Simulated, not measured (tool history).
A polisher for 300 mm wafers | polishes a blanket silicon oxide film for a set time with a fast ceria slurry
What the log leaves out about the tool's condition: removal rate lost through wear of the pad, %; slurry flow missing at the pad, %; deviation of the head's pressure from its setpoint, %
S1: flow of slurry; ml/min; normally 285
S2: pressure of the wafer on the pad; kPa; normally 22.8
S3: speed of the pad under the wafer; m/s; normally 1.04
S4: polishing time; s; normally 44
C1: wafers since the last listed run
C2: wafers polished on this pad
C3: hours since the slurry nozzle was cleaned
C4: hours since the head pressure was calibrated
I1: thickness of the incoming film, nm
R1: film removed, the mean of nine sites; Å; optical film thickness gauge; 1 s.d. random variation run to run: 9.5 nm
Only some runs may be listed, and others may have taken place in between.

run      day   S1    S2    S3  S4    C1    C2     C3     C4      I1     R1
  1        0  340  22.8  1.18  44     0  3143  176.3  622.6  2480.5  10615
  2    2.767  235  22.8  1.04  44   584  3727  242.7    689  2465.1   8796
       5.008  -- head pressure recalibrated
  3    6.433  235  22.8  1.04  44   756  4484  330.7   34.2  2461.1   8918
  4    8.988  235  22.8  1.04  44   539  5024    392   95.5  2477.9   8953
      11.896  -- worn pad replaced by a new one
  5     13.2  285  22.8  1.04  44   854   275  493.1  196.6  2471.8   8866
  6   15.196  285  22.8  1.04  44   421   697    541  244.5  2500.4   8945
  7   19.238  285  22.8  1.04  44   853  1550    638  341.5  2504.3   8635
      21.588  -- slurry nozzle cleaned
  8   22.671  250  22.8  1.04  44   716  2267     26  423.9  2517.5   9061
  9   24.192  285  22.8  1.04  44   321  2588   62.5  460.4  2496.7   9179
 10    26.75  285  22.8  1.04  44   540  3128  123.9  521.8  2427.1   9249
 11   29.238  285  22.8  1.04  44   525  3653  183.6  581.5  2463.4   9227
      30.896  -- head pressure recalibrated
 12   31.262  285  26.9  1.04  44   410  4064  232.2    8.8  2479.2  10644
 13   34.338  285  22.8  1.04  37   649  4713    306   82.6  2457.8   7626
 14   37.296  285  22.8  1.04  37   624  5338    377  153.6  2521.6   7633
 15   40.025  285  22.8  1.04  55   576  5914  442.5  219.1  2463.5  11154
      41.504  -- worn pad replaced by a new one
 16   42.329  285  22.8  1.04  55   451   173  497.8  274.4  2486.9  11085
 17   45.871  320  28.3  1.04  31   748   921  582.8  359.4  2461.2   7622
      47.246  -- slurry nozzle cleaned
 18   49.804  285  22.8  1.04  44   821  1743   61.4  453.8  2502.4   9270
 19   54.617  255    20  1.14  51  1016  2760  176.9  569.3  2451.6  10442
      62.621  -- head pressure recalibrated
 20     62.7  285  22.8  1.04  44  1689  4449  370.9    1.9  2470.3   9200
 21   66.854  245  14.5   1.3  36   877  5327  470.6  101.6  2500.8   6310
 22    68.85  285    31  1.04  44   421  5748  518.5  149.5  2426.2  11656
      71.654  -- worn pad replaced by a new one
      72.125  -- slurry nozzle cleaned
 23   72.729  235  16.5  1.26  59   775   217   14.5  242.6  2526.9  11370
 24   76.383  345  20.7  1.04  30   771   989  102.2  330.3  2436.4   5816
 25   80.675  285  15.9   0.7  44   906  1896  205.2  433.3  2490.8   4696
 26   82.488  285  22.8  0.84  31   382  2278  248.7  476.8  2461.6   5257
 27   84.242  285  22.8  1.04  44   370  2649  290.8  518.9  2454.2   9308
        89.3  -- head pressure recalibrated
      95.821  -- worn pad replaced by a new one
 28   96.771  285  20.7  1.04  44  2593   200  591.5  179.3  2492.4   8179
      97.446  -- slurry nozzle cleaned
 29   99.512  285  19.3  1.14  56   570   770   49.6  245.1  2459.9  11222
 30  102.796  320  17.2  1.04  44   693  1464  128.4  323.9  2493.2   7598
 31    106.8  285  22.8  1.04  44   845  2309  224.5    420  2485.6   9064
 32  110.754  285  22.8  1.04  44   835  3144  319.4  514.9  2493.9   9181
 33  114.154  285  22.8  1.04  44   718  3863    401  596.5  2465.4   8943
     115.488  -- head pressure recalibrated
 34  116.712  285  22.8  0.94  44   522  4385  462.4   29.4  2452.5   8162
 35  120.421  345  22.8  1.04  59   783  5168  551.4  118.4  2466.3  12031
 36  122.229  255    20  1.36  53   381  5550  594.8  161.8  2476.2  12281
 37  125.462  285  17.9  1.04  31   682  6233  672.4  239.4    2488   5044

Predict each of these 4 candidate next runs independently; none follows another, all start after run 37:
  A  125.479  285  22.8  0.86  44   3  6237  672.8  239.8  2479.5   ?
  B  125.479  355  22.8  1.04  44   3  6237  672.8  239.8  2479.5   ?
  C  125.479  285  22.8  1.04  32   3  6237  672.8  239.8  2479.5   ?
  D  125.479  335  15.9  1.36  44   3  6237  672.8  239.8  2479.5   ?

run    R1
  A  7027
  B  8788
  C  6180
  D  8609
With no hidden state in the tool, these same runs would have given:
run    R1
  A  7584
  B  9347
  C  6670
  D  9189
